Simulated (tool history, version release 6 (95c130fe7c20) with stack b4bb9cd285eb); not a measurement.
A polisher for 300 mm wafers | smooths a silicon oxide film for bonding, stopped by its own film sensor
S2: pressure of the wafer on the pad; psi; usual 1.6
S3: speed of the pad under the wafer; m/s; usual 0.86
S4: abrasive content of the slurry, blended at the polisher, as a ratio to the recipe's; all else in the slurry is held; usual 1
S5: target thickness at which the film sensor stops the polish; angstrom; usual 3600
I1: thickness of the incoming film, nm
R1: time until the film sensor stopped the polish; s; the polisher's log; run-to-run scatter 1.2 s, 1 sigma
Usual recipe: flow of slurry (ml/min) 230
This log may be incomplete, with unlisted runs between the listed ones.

Run 1, day 0: usual settings; I1 397.2. Result: R1 81.2 s.
Run 2, day 2.988: usual settings; I1 385.5. Result: R1 57.4 s.
At day 3.671: worn pad replaced by a new one.
At day 4.054: head pressure recalibrated.
Run 3, day 5.25: usual settings; I1 385.6. Result: R1 58.5 s.
Run 4, day 8.708: usual settings but S2 1.3 psi; I1 391.4. Result: R1 88.6 s.
Run 5, day 12.667: usual settings but S2 1.3 psi; I1 398.3. Result: R1 106.2 s.
At day 13.267: slurry nozzle cleaned.
Run 6, day 14.95: usual settings; I1 391.6. Result: R1 72 s.
At day 15.404: slurry blender recalibrated.
Run 7, day 20.038: usual settings; I1 393.1. Result: R1 72.9 s.
Run 8, day 22.267: usual settings but S4 1.1; I1 394.9. Result: R1 73 s.
Run 9, day 25.638: usual settings but S4 1.1; I1 391.1. Result: R1 66.5 s.
At day 27.85: head pressure recalibrated.
Run 10, day 28.783: usual settings; I1 391.3. Result: R1 70.3 s.
At day 30.425: worn pad replaced by a new one.
Run 11, day 32.117: usual settings; I1 388.6. Result: R1 63.6 s.
Run 12, day 34.308: usual settings but flow of slurry (ml/min) 185, S3 0.72 m/s, S4 1.3, S5 3680 angstrom; I1 391.1. Result: R1 53.9 s.
At day 35.5: slurry nozzle cleaned.
Run 13, day 37.083: usual settings but flow of slurry (ml/min) 185, S3 1.02 m/s; I1 389.4. Result: R1 58.7 s.
At day 39.458: slurry blender recalibrated.
Run 14, day 40.425: usual settings but flow of slurry (ml/min) 170, S2 2 psi, S4 1.15, S5 3570 angstrom; I1 392.2. Result: R1 61.1 s.
Run 15, day 43.592: usual settings but S4 1.25; I1 393.5. Result: R1 66.6 s.
At day 50.375: head pressure recalibrated.
At day 52.962: worn pad replaced by a new one.
Run 16, day 55.375: usual settings; I1 390.3. Result: R1 69.2 s.
Run 17, day 57.688: usual settings but S2 2 psi, S3 0.58 m/s, S4 1.1, S5 3560 angstrom; I1 397.8. Result: R1 97.5 s.
Run 18, day 59.704: usual settings; I1 385.4. Result: R1 57.4 s.
At day 60.612: slurry nozzle cleaned.
Run 19, day 61.767: usual settings; I1 388.8. Result: R1 66.6 s.
Run 20, day 64.442: usual settings but S4 1.25; I1 381.8. Result: R1 43.7 s.
At day 66.121: slurry blender recalibrated.
Run 21, day 68.729: usual settings but S2 1.1 psi, S3 1.06 m/s, S4 0.9; I1 385.6. Result: R1 74.4 s.
Run 22, day 70.438: usual settings but S2 2 psi, S3 1.06 m/s, S4 1.2, S5 3650 angstrom; I1 388.2. Result: R1 32.2 s.
At day 72.812: head pressure recalibrated.
Run 23, day 74.446: usual settings but S4 0.85, S5 3530 angstrom; I1 391. Result: R1 96.4 s.
At day 74.688: worn pad replaced by a new one.
Run 24, day 76.729: usual settings but S3 1.14 m/s, S5 3680 angstrom; I1 395.5. Result: R1 48.7 s.
Run 25, day 80.242: usual settings; I1 390.5. Result: R1 68.7 s.
At day 83.592: slurry nozzle cleaned.
Run 26, day 84.442: usual settings but S2 1.9 psi, S4 0.7; I1 389.3. Result: R1 73.1 s.
Run 27, day 87.621: usual settings but S2 2.1 psi, S3 1.08 m/s, S5 3680 angstrom; I1 392. Result: R1 33.6 s.
At day 87.775: slurry blender recalibrated.
Run 28, day 90.058: usual settings; I1 394.9. Result: R1 79.4 s.
At day 96.775: worn pad replaced by a new one.
Run 29, day 99.271: usual settings but S3 1.02 m/s, S4 1.25; I1 381.4. Result: R1 36.2 s.
At day 99.858: head pressure recalibrated.
Run 30, day 101.571: usual settings but S2 1.9 psi, S3 1.04 m/s, S4 0.9, S5 3500 angstrom; I1 394.3. Result: R1 76.7 s.

4 ways to go on from here, each from the tool as it stands after run 30. What would each give?
Run A, day 101.588: usual settings; I1 391. Result: R1 ?.
Run B, day 101.588: usual settings but flow of slurry (ml/min) 185, S5 3510 angstrom; I1 391. Result: R1 ?.
Run C, day 101.588: usual settings but flow of slurry (ml/min) 270, S3 1 m/s, S5 3630 angstrom; I1 391. Result: R1 ?.
Run D, day 101.588: usual settings but flow of slurry (ml/min) 170, S5 3680 angstrom; I1 391. Result: R1 ?.

run    R1
  A  68.9
  B  91.6
  C  54.2
  D  53.4
Had the tool no hidden state, the same runs would have come out as:
run    R1
  A  68.9
  B  91.6
  C  54.2
  D  53.4
